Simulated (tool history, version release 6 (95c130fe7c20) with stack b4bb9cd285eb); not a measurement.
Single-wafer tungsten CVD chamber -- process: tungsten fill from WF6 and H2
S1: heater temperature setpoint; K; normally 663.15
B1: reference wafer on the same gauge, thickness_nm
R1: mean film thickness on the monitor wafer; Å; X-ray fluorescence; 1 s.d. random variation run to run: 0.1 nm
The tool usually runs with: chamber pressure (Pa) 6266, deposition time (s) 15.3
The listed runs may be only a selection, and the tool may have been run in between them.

{"run": 1, "hour": 0.0, "S1": 663.15, "chamber pressure (Pa)": 6266, "deposition time (s)": 15.3, "B1": 41.306, "R1": 461.3}
{"run": 2, "hour": 43.0, "S1": 663.15, "chamber pressure (Pa)": 6266, "deposition time (s)": 15.3, "B1": 41.283, "R1": 462.53}
{"run": 3, "hour": 84.4, "S1": 663.15, "chamber pressure (Pa)": 6266, "deposition time (s)": 15.3, "B1": 41.316, "R1": 461.3}
{"run": 4, "hour": 143.0, "S1": 663.15, "chamber pressure (Pa)": 6266, "deposition time (s)": 15.3, "B1": 41.303, "R1": 460.23}
{"run": 5, "hour": 205.5, "S1": 675.15, "chamber pressure (Pa)": 6973, "deposition time (s)": 15.3, "B1": 41.301, "R1": 586.33}
{"run": 6, "hour": 252.3, "S1": 663.15, "chamber pressure (Pa)": 6266, "deposition time (s)": 15.3, "B1": 41.289, "R1": 461.64}
{"run": 7, "hour": 290.2, "S1": 663.15, "chamber pressure (Pa)": 6266, "deposition time (s)": 17.5, "B1": 41.293, "R1": 526.18}
{"run": 8, "hour": 346.6, "S1": 663.15, "chamber pressure (Pa)": 6266, "deposition time (s)": 15.3, "B1": 41.292, "R1": 460.87}
{"run": 9, "hour": 399.2, "S1": 663.15, "chamber pressure (Pa)": 6266, "deposition time (s)": 15.3, "B1": 41.31, "R1": 461.9}
{"run": 10, "hour": 459.7, "S1": 663.15, "chamber pressure (Pa)": 6266, "deposition time (s)": 15.3, "B1": 41.292, "R1": 461.75}
{"run": 11, "hour": 513.3, "S1": 663.15, "chamber pressure (Pa)": 6266, "deposition time (s)": 14.4, "B1": 41.289, "R1": 433.93}
{"run": 12, "hour": 597.5, "S1": 657.15, "chamber pressure (Pa)": 6266, "deposition time (s)": 16.1, "B1": 41.31, "R1": 439.12}
{"run": 13, "hour": 679.4, "S1": 663.15, "chamber pressure (Pa)": 5253, "deposition time (s)": 15.3, "B1": 41.293, "R1": 429.86}
{"run": 14, "hour": 754.2, "S1": 654.15, "chamber pressure (Pa)": 5600, "deposition time (s)": 17.3, "B1": 41.307, "R1": 426.16}
{"run": 15, "hour": 842.4, "S1": 663.15, "chamber pressure (Pa)": 6266, "deposition time (s)": 15.3, "B1": 41.312, "R1": 460.39}
{"run": 16, "hour": 949.4, "S1": 657.15, "chamber pressure (Pa)": 5186, "deposition time (s)": 12.8, "B1": 41.283, "R1": 320.68}
{"hour": 1077.9, "done": "capacitance manometer re-zeroed and calibrated"}
{"hour": 1114.1, "done": "showerhead replaced"}
{"run": 17, "hour": 1145.0, "S1": 649.15, "chamber pressure (Pa)": 6266, "deposition time (s)": 16.5, "B1": 41.309, "R1": 387.46}
{"run": 18, "hour": 1218.4, "S1": 653.15, "chamber pressure (Pa)": 6266, "deposition time (s)": 13.6, "B1": 41.297, "R1": 344.22}
{"hour": 1280.1, "done": "thermocouple changed; heater temperature recalibrated"}
{"run": 19, "hour": 1312.4, "S1": 663.15, "chamber pressure (Pa)": 6266, "deposition time (s)": 15.3, "B1": 41.323, "R1": 460.5}
{"run": 20, "hour": 1360.3, "S1": 676.15, "chamber pressure (Pa)": 5146, "deposition time (s)": 16.8, "B1": 41.32, "R1": 576.98}
{"run": 21, "hour": 1455.9, "S1": 663.15, "chamber pressure (Pa)": 6266, "deposition time (s)": 15.3, "B1": 41.307, "R1": 460.38}
{"run": 22, "hour": 1519.0, "S1": 677.15, "chamber pressure (Pa)": 5800, "deposition time (s)": 17.4, "B1": 41.293, "R1": 638.8}
{"run": 23, "hour": 1590.7, "S1": 675.15, "chamber pressure (Pa)": 4733, "deposition time (s)": 12.7, "B1": 41.32, "R1": 415.72}
{"run": 24, "hour": 1672.0, "S1": 663.15, "chamber pressure (Pa)": 6266, "deposition time (s)": 15.3, "B1": 41.275, "R1": 462.56}
{"hour": 1673.9, "done": "gauge calibrated"}
{"run": 25, "hour": 1989.7, "S1": 663.15, "chamber pressure (Pa)": 6266, "deposition time (s)": 15.3, "B1": 41.322, "R1": 462.05}
{"run": 26, "hour": 2066.4, "S1": 663.15, "chamber pressure (Pa)": 6266, "deposition time (s)": 15.3, "B1": 41.298, "R1": 460.87}
{"run": 27, "hour": 2158.1, "S1": 663.15, "chamber pressure (Pa)": 6266, "deposition time (s)": 15.3, "B1": 41.3, "R1": 462}
{"run": 28, "hour": 2271.8, "S1": 663.15, "chamber pressure (Pa)": 6266, "deposition time (s)": 15.3, "B1": 41.321, "R1": 461.43}
{"run": 29, "hour": 2355.1, "S1": 653.15, "chamber pressure (Pa)": 7813, "deposition time (s)": 17.8, "B1": 41.293, "R1": 495.11}
{"run": 30, "hour": 2398.4, "S1": 675.15, "chamber pressure (Pa)": 6266, "deposition time (s)": 15.3, "B1": 41.309, "R1": 562.62}
{"run": 31, "hour": 2483.7, "S1": 650.15, "chamber pressure (Pa)": 6266, "deposition time (s)": 15.3, "B1": 41.271, "R1": 366.63}
{"run": 32, "hour": 2555.0, "S1": 674.15, "chamber pressure (Pa)": 6266, "deposition time (s)": 13, "B1": 41.289, "R1": 471.68}
{"run": 33, "hour": 2632.2, "S1": 652.15, "chamber pressure (Pa)": 6653, "deposition time (s)": 16.6, "B1": 41.308, "R1": 424.03}
{"run": 34, "hour": 2702.1, "S1": 656.15, "chamber pressure (Pa)": 6946, "deposition time (s)": 15.3, "B1": 41.3, "R1": 425.68}

Give the tool's hidden conditions for every run:
wafer temperature above the value expected at the setpoint (K): 0, the same for each run
true pressure above the setpoint (%): 0, the same for each run
gauge reads high (%): 0, the same for each run

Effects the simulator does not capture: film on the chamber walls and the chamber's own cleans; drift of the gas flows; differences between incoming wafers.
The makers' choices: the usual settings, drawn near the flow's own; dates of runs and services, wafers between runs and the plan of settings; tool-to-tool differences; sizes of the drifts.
